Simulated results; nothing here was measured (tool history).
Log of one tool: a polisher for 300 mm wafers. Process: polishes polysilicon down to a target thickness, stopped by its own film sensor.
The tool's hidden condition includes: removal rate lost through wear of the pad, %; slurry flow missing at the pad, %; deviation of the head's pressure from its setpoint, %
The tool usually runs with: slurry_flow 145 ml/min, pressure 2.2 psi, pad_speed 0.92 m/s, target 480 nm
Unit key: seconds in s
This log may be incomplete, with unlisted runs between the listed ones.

run     day  slurry_flow  pressure  pad_speed  target  wafers since the last listed run  wafers polished on this pad  hours since the slurry nozzle was cleaned  hours since the head pressure was calibrated  incoming thickness of the incoming film, nm  seconds
  1       0          145       2.2       0.92     421                                 0                          796                                          4                                         401.4                                        755.5     49.9
  2   1.112          145       2.2       0.92     480                               235                         1032                                       30.7                                         428.1                                        748.1     41.4
  3    2.65          145       2.2       0.92     480                               326                         1358                                       67.6                                           465                                        760.3     45.2
  4    4.55          145       2.2       0.92     480                               402                         1761                                      113.2                                         510.6                                          754     47.2
  5   6.596          145       2.7       0.92     480                               433                         2195                                      162.3                                         559.7                                        754.4     40.9
      7.404  -- worn pad replaced by a new one
  6   8.296          145       2.7       0.92     480                               325                          189                                      203.1                                         600.5                                        749.4     37.7
  7   9.725          145       2.7       0.92     480                               303                          492                                      237.4                                         634.8                                        754.7     39.4
  8  12.517          135       2.2       1.16     480                               592                         1084                                      304.4                                         701.8                                          735     38.4
     13.267  -- slurry nozzle cleaned
  9  13.908          135       2.2       1.16     480                               286                         1370                                       15.4                                         735.2                                        745.1     34.9
 10    15.4          135       2.2       1.16     480                               316                         1686                                       51.2                                           771                                        742.5     36.3
 11  17.121          145       1.6       0.92     480                               364                         2051                                       92.5                                         812.3                                        748.5     59.2
 12  18.221          145       1.6       0.92     480                               233                         2285                                      118.9                                         838.7                                        747.5       61
     20.988  -- worn pad replaced by a new one
 13  21.138          145       2.2       0.92     480                               583                           31                                      188.9                                         908.7                                        747.4     43.5
 14  23.296          145       2.2       0.92     480                               457                          489                                      240.7                                         960.5                                        754.3     45.8
     27.883  -- slurry nozzle cleaned
 15  28.704          145       2.2       0.92     542                              1138                         1627                                       19.7                                        1090.3                                        745.8     32.7
 16  30.362          145       2.2       0.92     480                               351                         1979                                       59.5                                        1130.1                                          746     43.2
 17  32.683          120       2.8       0.72     509                               492                         2471                                      115.2                                        1185.8                                          756       43
     34.238  -- worn pad replaced by a new one
 18  36.862          145       2.2       0.92     480                               850                          556                                      215.5                                        1286.1                                        743.9     41.9
 19  38.583          145       1.7       0.92     480                               364                          921                                      256.8                                        1327.4                                        753.1     54.9
      39.05  -- head pressure recalibrated
     40.754  -- slurry nozzle cleaned
 20  44.596          125       1.8       0.92     480                              1248                         2169                                       92.2                                         133.1                                        755.1     57.6
 21  47.408          145       2.2       0.92     570                               596                         2766                                      159.7                                         200.6                                        742.5     31.9
     47.696  -- worn pad replaced by a new one
 22  49.308          145       2.2       0.92     480                               367                          342                                      205.3                                         246.2                                        761.3     44.9
 23  51.454          145       2.5       0.92     480                               455                          797                                      256.8                                         297.7                                        741.5     37.6
     52.179  -- slurry nozzle cleaned
 24  52.612          145       2.2       0.92     430                               236                         1034                                       10.4                                         325.5                                        748.6     47.5
 25   53.65          100       1.9       1.22     480                               220                         1254                                       35.3                                         350.4                                        746.9     40.6
 26  56.188          145       2.2       0.92     480                               538                         1792                                       96.2                                         411.3                                          756     44.3
 27  58.833          145       2.8       1.08     513                               561                         2353                                      159.7                                         474.8                                        758.3     31.6
 28  59.892          145       2.2       0.92     480                               224                         2577                                      185.1                                         500.2                                        743.9     48.4

Across each entry between runs, compare the hidden state at the last listed run before it with the hidden state at the first listed run after it:
Run 5 -> run 6: worn pad replaced by a new one (day 7.404)
  removal rate lost through wear of the pad, %: 10.3 -> 0.807; slurry flow missing at the pad, %: 43.6 -> 46.5
  measured result minus the result with no hidden state, seconds: +8.2 -> +4.9 s
Run 8 -> run 9: slurry nozzle cleaned (day 13.267)
  removal rate lost through wear of the pad, %: 2.93 -> 4.28; slurry flow missing at the pad, %: 50.1 -> 9.47
  measured result minus the result with no hidden state, seconds: +6.6 -> +2.1 s
Run 12 -> run 13: worn pad replaced by a new one (day 20.988)
  removal rate lost through wear of the pad, %: 10.5 -> 2.35; slurry flow missing at the pad, %: 32.4 -> 39
  measured result minus the result with no hidden state, seconds: +10.4 -> +5 s
Run 14 -> run 15: slurry nozzle cleaned (day 27.883)
  removal rate lost through wear of the pad, %: 2.8 -> 7.33; slurry flow missing at the pad, %: 41.6 -> 10.3
  measured result minus the result with no hidden state, seconds: +5.9 -> +3 s
Run 17 -> run 18: worn pad replaced by a new one (day 34.238)
  removal rate lost through wear of the pad, %: 13.8 -> 1.23; slurry flow missing at the pad, %: 31.3 -> 39.9
  measured result minus the result with no hidden state, seconds: +8.9 -> +4.5 s
Run 19 -> run 20: head pressure recalibrated (day 39.05); slurry nozzle cleaned (day 40.754)
  removal rate lost through wear of the pad, %: 2.23 -> 9.63; slurry flow missing at the pad, %: 41.6 -> 28
  measured result minus the result with no hidden state, seconds: +6.8 -> +9 s
Run 21 -> run 22: worn pad replaced by a new one (day 47.696)
  removal rate lost through wear of the pad, %: 15.2 -> 0.424; slurry flow missing at the pad, %: 36.3 -> 39.5
  measured result minus the result with no hidden state, seconds: +7.1 -> +4.4 s
Run 23 -> run 24: slurry nozzle cleaned (day 52.179)
  removal rate lost through wear of the pad, %: 1.39 -> 2.23; slurry flow missing at the pad, %: 41.8 -> 4.43
  measured result minus the result with no hidden state, seconds: +4.3 -> +1.4 s
